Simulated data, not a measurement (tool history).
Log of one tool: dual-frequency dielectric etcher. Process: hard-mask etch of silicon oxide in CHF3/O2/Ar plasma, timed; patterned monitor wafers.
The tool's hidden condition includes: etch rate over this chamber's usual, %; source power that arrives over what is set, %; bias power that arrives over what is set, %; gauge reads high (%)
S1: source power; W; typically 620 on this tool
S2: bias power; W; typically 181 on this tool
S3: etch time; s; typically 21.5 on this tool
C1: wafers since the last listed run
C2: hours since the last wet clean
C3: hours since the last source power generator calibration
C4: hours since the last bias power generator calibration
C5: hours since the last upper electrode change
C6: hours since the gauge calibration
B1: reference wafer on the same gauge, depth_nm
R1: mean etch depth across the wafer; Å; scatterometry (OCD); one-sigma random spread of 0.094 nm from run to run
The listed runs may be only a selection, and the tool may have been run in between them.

run 1 hour=0.0 | S1=620 S2=181 S3=21.5 | C1=0 C2=212.2 C3=3673.7 C4=3977.1 C5=2904.2 C6=1305.5 | B1=34.60 | R1=413.8
run 2 hour=70.2 | S1=620 S2=181 S3=21.5 | C1=608 C2=282.4 C3=3743.9 C4=4047.3 C5=2974.4 C6=1375.7 | B1=34.62 | R1=411.1
run 3 hour=111.0 | S1=620 S2=181 S3=21.5 | C1=353 C2=323.2 C3=3784.7 C4=4088.1 C5=3015.2 C6=1416.5 | B1=34.57 | R1=412.9
run 4 hour=159.9 | S1=620 S2=181 S3=21.5 | C1=424 C2=372.1 C3=3833.6 C4=4137.0 C5=3064.1 C6=1465.4 | B1=34.60 | R1=412.0
run 5 hour=203.6 | S1=620 S2=181 S3=21.5 | C1=378 C2=415.8 C3=3877.3 C4=4180.7 C5=3107.8 C6=1509.1 | B1=34.59 | R1=411.6
run 6 hour=228.5 | S1=620 S2=181 S3=21.5 | C1=215 C2=440.7 C3=3902.2 C4=4205.6 C5=3132.7 C6=1534.0 | B1=34.62 | R1=411.3
run 7 hour=294.7 | S1=620 S2=181 S3=21.5 | C1=574 C2=506.9 C3=3968.4 C4=4271.8 C5=3198.9 C6=1600.2 | B1=34.59 | R1=411.2
run 8 hour=347.9 | S1=620 S2=181 S3=21.5 | C1=461 C2=560.1 C3=4021.6 C4=4325.0 C5=3252.1 C6=1653.4 | B1=34.57 | R1=410.3
run 9 hour=411.2 | S1=620 S2=181 S3=21.5 | C1=548 C2=623.4 C3=4084.9 C4=4388.3 C5=3315.4 C6=1716.7 | B1=34.62 | R1=410.0
-- hour=444.4 upper electrode replaced
-- hour=482.5 wet clean of the chamber
run 10 hour=483.0 | S1=620 S2=181 S3=21.5 | C1=206 C2=0.5 C3=4156.7 C4=4460.1 C5=38.6 C6=1788.5 | B1=34.59 | R1=416.1
-- hour=527.3 gauge calibrated
-- hour=535.5 bias power generator calibrated
-- hour=598.7 source power generator calibrated
run 11 hour=641.2 | S1=620 S2=181 S3=21.5 | C1=1302 C2=158.7 C3=42.5 C4=105.7 C5=196.8 C6=113.9 | B1=34.63 | R1=429.8
run 12 hour=670.5 | S1=620 S2=142 S3=21.5 | C1=254 C2=188.0 C3=71.8 C4=135.0 C5=226.1 C6=143.2 | B1=34.57 | R1=399.0
run 13 hour=721.6 | S1=620 S2=181 S3=21.5 | C1=443 C2=239.1 C3=122.9 C4=186.1 C5=277.2 C6=194.3 | B1=34.59 | R1=424.4
run 14 hour=757.1 | S1=620 S2=197 S3=15.0 | C1=307 C2=274.6 C3=158.4 C4=221.6 C5=312.7 C6=229.8 | B1=34.61 | R1=305.5
run 15 hour=791.0 | S1=620 S2=181 S3=21.5 | C1=293 C2=308.5 C3=192.3 C4=255.5 C5=346.6 C6=263.7 | B1=34.56 | R1=424.7
run 16 hour=846.7 | S1=620 S2=199 S3=16.5 | C1=483 C2=364.2 C3=248.0 C4=311.2 C5=402.3 C6=319.4 | B1=34.63 | R1=336.0
run 17 hour=999.3 | S1=670 S2=166 S3=26.0 | C1=1323 C2=516.8 C3=400.6 C4=463.8 C5=554.9 C6=472.0 | B1=34.62 | R1=520.0
run 18 hour=1026.9 | S1=710 S2=159 S3=18.5 | C1=239 C2=544.4 C3=428.2 C4=491.4 C5=582.5 C6=499.6 | B1=34.63 | R1=378.2
-- hour=1087.0 wet clean of the chamber
run 19 hour=1087.6 | S1=620 S2=181 S3=27.0 | C1=318 C2=0.6 C3=488.9 C4=552.1 C5=643.2 C6=560.3 | B1=34.64 | R1=534.5
run 20 hour=1155.7 | S1=620 S2=207 S3=21.5 | C1=590 C2=68.7 C3=557.0 C4=620.2 C5=711.3 C6=628.4 | B1=34.55 | R1=443.0
run 21 hour=1299.8 | S1=620 S2=181 S3=21.5 | C1=1249 C2=212.8 C3=701.1 C4=764.3 C5=855.4 C6=772.5 | B1=34.62 | R1=423.0
run 22 hour=1401.9 | S1=460 S2=181 S3=17.0 | C1=885 C2=314.9 C3=803.2 C4=866.4 C5=957.5 C6=874.6 | B1=34.59 | R1=273.2
run 23 hour=1468.5 | S1=620 S2=181 S3=21.5 | C1=577 C2=381.5 C3=869.8 C4=933.0 C5=1024.1 C6=941.2 | B1=34.61 | R1=419.8

Predict each of these 3 candidate next runs independently; none follows another, all start after run 23:
run A hour=1468.9 | S1=620 S2=181 S3=21.5 | C1=3 C2=381.9 C3=870.2 C4=933.4 C5=1024.5 C6=941.6 | B1=? | R1=?
run B hour=1468.9 | S1=620 S2=181 S3=27.5 | C1=3 C2=381.9 C3=870.2 C4=933.4 C5=1024.5 C6=941.6 | B1=? | R1=?
run C hour=1468.9 | S1=620 S2=151 S3=21.5 | C1=3 C2=381.9 C3=870.2 C4=933.4 C5=1024.5 C6=941.6 | B1=? | R1=?

run=A B1=34.59 R1=420.9
run=B B1=34.59 R1=538.4
run=C B1=34.59 R1=400.1
Without the tool's unlogged condition, the same runs would have read:
run=A R1=430.6
run=B R1=550.7
run=C R1=409.4
